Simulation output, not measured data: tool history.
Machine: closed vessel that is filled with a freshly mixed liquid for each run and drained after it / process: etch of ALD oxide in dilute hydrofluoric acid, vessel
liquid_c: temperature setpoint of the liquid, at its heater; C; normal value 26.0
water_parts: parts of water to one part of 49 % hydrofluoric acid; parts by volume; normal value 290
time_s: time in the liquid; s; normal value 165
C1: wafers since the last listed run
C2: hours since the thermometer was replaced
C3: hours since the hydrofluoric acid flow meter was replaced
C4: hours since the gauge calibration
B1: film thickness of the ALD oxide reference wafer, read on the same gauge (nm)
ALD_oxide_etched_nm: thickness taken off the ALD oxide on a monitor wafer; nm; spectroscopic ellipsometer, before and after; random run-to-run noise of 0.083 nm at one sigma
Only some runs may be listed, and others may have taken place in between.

Run 1, day 0.000: usual settings; C1 0; C2 1264.0; C3 1113.6; C4 194.2; B1 39.97. Result: ALD_oxide_etched_nm 8.24 nm.
Run 2, day 4.183: usual settings; C1 12571; C2 1364.4; C3 1214.0; C4 294.6; B1 39.98. Result: ALD_oxide_etched_nm 8.46 nm.
Run 3, day 6.688: usual settings but time_s 215 s; C1 7525; C2 1424.5; C3 1274.1; C4 354.7; B1 40.00. Result: ALD_oxide_etched_nm 10.80 nm.
Run 4, day 9.062: usual settings but time_s 215 s; C1 7137; C2 1481.5; C3 1331.1; C4 411.7; B1 39.97. Result: ALD_oxide_etched_nm 10.81 nm.
Run 5, day 11.425: usual settings but time_s 215 s; C1 7099; C2 1538.2; C3 1387.8; C4 468.4; B1 40.01. Result: ALD_oxide_etched_nm 10.72 nm.
Run 6, day 13.958: usual settings but time_s 185 s; C1 7613; C2 1599.0; C3 1448.6; C4 529.2; B1 40.02. Result: ALD_oxide_etched_nm 9.34 nm.
At day 14.229: hydrofluoric acid flow meter replaced.
Run 7, day 17.258: usual settings but time_s 185 s; C1 9792; C2 1678.2; C3 72.7; C4 608.4; B1 39.98. Result: ALD_oxide_etched_nm 9.26 nm.
Run 8, day 18.804: usual settings; C1 4645; C2 1715.3; C3 109.8; C4 645.5; B1 39.99. Result: ALD_oxide_etched_nm 8.28 nm.
At day 18.854: thermometer replaced.
Run 9, day 23.171: usual settings but time_s 120 s; C1 12997; C2 103.6; C3 214.6; C4 750.3; B1 39.96. Result: ALD_oxide_etched_nm 6.11 nm.
At day 25.775: gauge calibrated.
Run 10, day 25.796: usual settings but liquid_c 29.0 C, water_parts 380 parts by volume, time_s 140 s; C1 7888; C2 166.6; C3 277.6; C4 0.5; B1 40.01. Result: ALD_oxide_etched_nm 5.37 nm.
Run 11, day 29.908: usual settings but time_s 215 s; C1 12359; C2 265.3; C3 376.3; C4 99.2; B1 40.00. Result: ALD_oxide_etched_nm 10.82 nm.
Run 12, day 33.421: usual settings but liquid_c 28.0 C, water_parts 385 parts by volume, time_s 65 s; C1 10555; C2 349.6; C3 460.6; C4 183.5; B1 39.99. Result: ALD_oxide_etched_nm 2.36 nm.
Run 13, day 35.579: usual settings but time_s 110 s; C1 6486; C2 401.4; C3 512.4; C4 235.3; B1 40.02. Result: ALD_oxide_etched_nm 5.52 nm.
Run 14, day 38.488: usual settings but liquid_c 30.5 C, time_s 240 s; C1 8740; C2 471.2; C3 582.2; C4 305.1; B1 40.01. Result: ALD_oxide_etched_nm 13.96 nm.

Below are 3 alternative next runs, each starting from the tool's condition after run 14. Predict each:
Run A, day 38.517: usual settings; C1 87; C2 471.9; C3 582.9; C4 305.8; B1 ?. Result: ALD_oxide_etched_nm ?.
Run B, day 38.517: usual settings but time_s 195 s; C1 87; C2 471.9; C3 582.9; C4 305.8; B1 ?. Result: ALD_oxide_etched_nm ?.
Run C, day 38.517: usual settings but liquid_c 27.5 C, water_parts 145 parts by volume, time_s 200 s; C1 87; C2 471.9; C3 582.9; C4 305.8; B1 ?. Result: ALD_oxide_etched_nm ?.

run     B1  ALD_oxide_etched_nm
  A  40.01                 8.23
  B  40.01                 9.72
  C  40.01                24.77
Without the tool's hidden state the same runs would have given:
run  ALD_oxide_etched_nm
  A                 8.23
  B                 9.72
  C                24.77

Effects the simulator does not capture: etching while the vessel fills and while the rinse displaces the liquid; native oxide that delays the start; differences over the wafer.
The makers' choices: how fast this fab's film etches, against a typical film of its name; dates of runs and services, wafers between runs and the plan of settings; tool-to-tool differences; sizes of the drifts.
